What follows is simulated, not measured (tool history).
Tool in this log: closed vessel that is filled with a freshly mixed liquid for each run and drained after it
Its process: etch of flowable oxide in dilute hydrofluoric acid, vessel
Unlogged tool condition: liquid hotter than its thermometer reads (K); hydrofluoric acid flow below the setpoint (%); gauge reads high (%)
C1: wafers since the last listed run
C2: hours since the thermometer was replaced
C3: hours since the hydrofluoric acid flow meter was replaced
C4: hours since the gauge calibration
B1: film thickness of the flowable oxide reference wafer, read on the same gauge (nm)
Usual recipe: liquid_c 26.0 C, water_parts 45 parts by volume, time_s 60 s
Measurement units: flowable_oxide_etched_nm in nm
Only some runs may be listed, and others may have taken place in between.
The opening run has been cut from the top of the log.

Run 2, hour 86.5: usual settings but time_s 40 s; C1 9959; C2 1077.0; C3 287.3; C4 1521.2; B1 49.98. Result: flowable_oxide_etched_nm 49.55 nm.
Run 3, hour 125.7: usual settings but water_parts 55 parts by volume; C1 4513; C2 1116.2; C3 326.5; C4 1560.4; B1 50.03. Result: flowable_oxide_etched_nm 59.75 nm.
Run 4, hour 218.7: usual settings but water_parts 55 parts by volume; C1 10708; C2 1209.2; C3 419.5; C4 1653.4; B1 49.99. Result: flowable_oxide_etched_nm 59.77 nm.
Run 5, hour 301.3: usual settings but water_parts 55 parts by volume; C1 9510; C2 1291.8; C3 502.1; C4 1736.0; B1 50.00. Result: flowable_oxide_etched_nm 59.42 nm.
Run 6, hour 378.6: usual settings; C1 8900; C2 1369.1; C3 579.4; C4 1813.3; B1 50.03. Result: flowable_oxide_etched_nm 73.20 nm.
Run 7, hour 429.7: usual settings; C1 5883; C2 1420.2; C3 630.5; C4 1864.4; B1 50.03. Result: flowable_oxide_etched_nm 72.24 nm.
Run 8, hour 514.1: usual settings; C1 9718; C2 1504.6; C3 714.9; C4 1948.8; B1 49.99. Result: flowable_oxide_etched_nm 72.66 nm.
At hour 549.9: hydrofluoric acid flow meter replaced.
Run 9, hour 554.9: usual settings; C1 4582; C2 1545.4; C3 5.0; C4 1989.6; B1 50.01. Result: flowable_oxide_etched_nm 74.91 nm.
Run 10, hour 649.8: usual settings; C1 10927; C2 1640.3; C3 99.9; C4 2084.5; B1 49.99. Result: flowable_oxide_etched_nm 74.30 nm.
Run 11, hour 729.4: usual settings but time_s 45 s; C1 9165; C2 1719.9; C3 179.5; C4 2164.1; B1 49.99. Result: flowable_oxide_etched_nm 56.48 nm.
Run 12, hour 831.3: usual settings but time_s 45 s; C1 11733; C2 1821.8; C3 281.4; C4 2266.0; B1 49.97. Result: flowable_oxide_etched_nm 55.48 nm.
Run 13, hour 885.6: usual settings but time_s 45 s; C1 6252; C2 1876.1; C3 335.7; C4 2320.3; B1 50.02. Result: flowable_oxide_etched_nm 55.09 nm.
Run 14, hour 974.6: usual settings; C1 10247; C2 1965.1; C3 424.7; C4 2409.3; B1 49.99. Result: flowable_oxide_etched_nm 73.75 nm.
Run 15, hour 1042.5: usual settings; C1 7818; C2 2033.0; C3 492.6; C4 2477.2; B1 49.98. Result: flowable_oxide_etched_nm 73.44 nm.
At hour 1124.1: gauge calibrated.
Run 16, hour 1145.6: usual settings but water_parts 30 parts by volume, time_s 90 s; C1 11871; C2 2136.1; C3 595.7; C4 21.5; B1 50.00. Result: flowable_oxide_etched_nm 166.73 nm.
Run 17, hour 1214.8: usual settings but water_parts 40 parts by volume, time_s 50 s; C1 7967; C2 2205.3; C3 664.9; C4 90.7; B1 50.01. Result: flowable_oxide_etched_nm 68.47 nm.
Run 18, hour 1306.2: usual settings but liquid_c 29.5 C, water_parts 50 parts by volume; C1 10524; C2 2296.7; C3 756.3; C4 182.1; B1 49.96. Result: flowable_oxide_etched_nm 74.23 nm.
At hour 1362.5: hydrofluoric acid flow meter replaced.
Run 19, hour 1367.5: usual settings but water_parts 25 parts by volume; C1 6943; C2 2358.0; C3 5.0; C4 243.4; B1 50.02. Result: flowable_oxide_etched_nm 140.48 nm.
Run 20, hour 1414.4: usual settings but time_s 90 s; C1 5400; C2 2404.9; C3 51.9; C4 290.3; B1 49.99. Result: flowable_oxide_etched_nm 113.58 nm.

Predict the results of run 21:
Run 21, hour 1502.2: usual settings but liquid_c 31.0 C, water_parts 65 parts by volume; C1 10109; C2 2492.7; C3 139.7; C4 378.1; B1 ?. Result: flowable_oxide_etched_nm ?.

Run 21 gave B1 50.00, flowable_oxide_etched_nm 61.07 nm.
Were there no unlogged condition in the tool, this run, its random variation unchanged, would have produced flowable_oxide_etched_nm 61.79 nm.
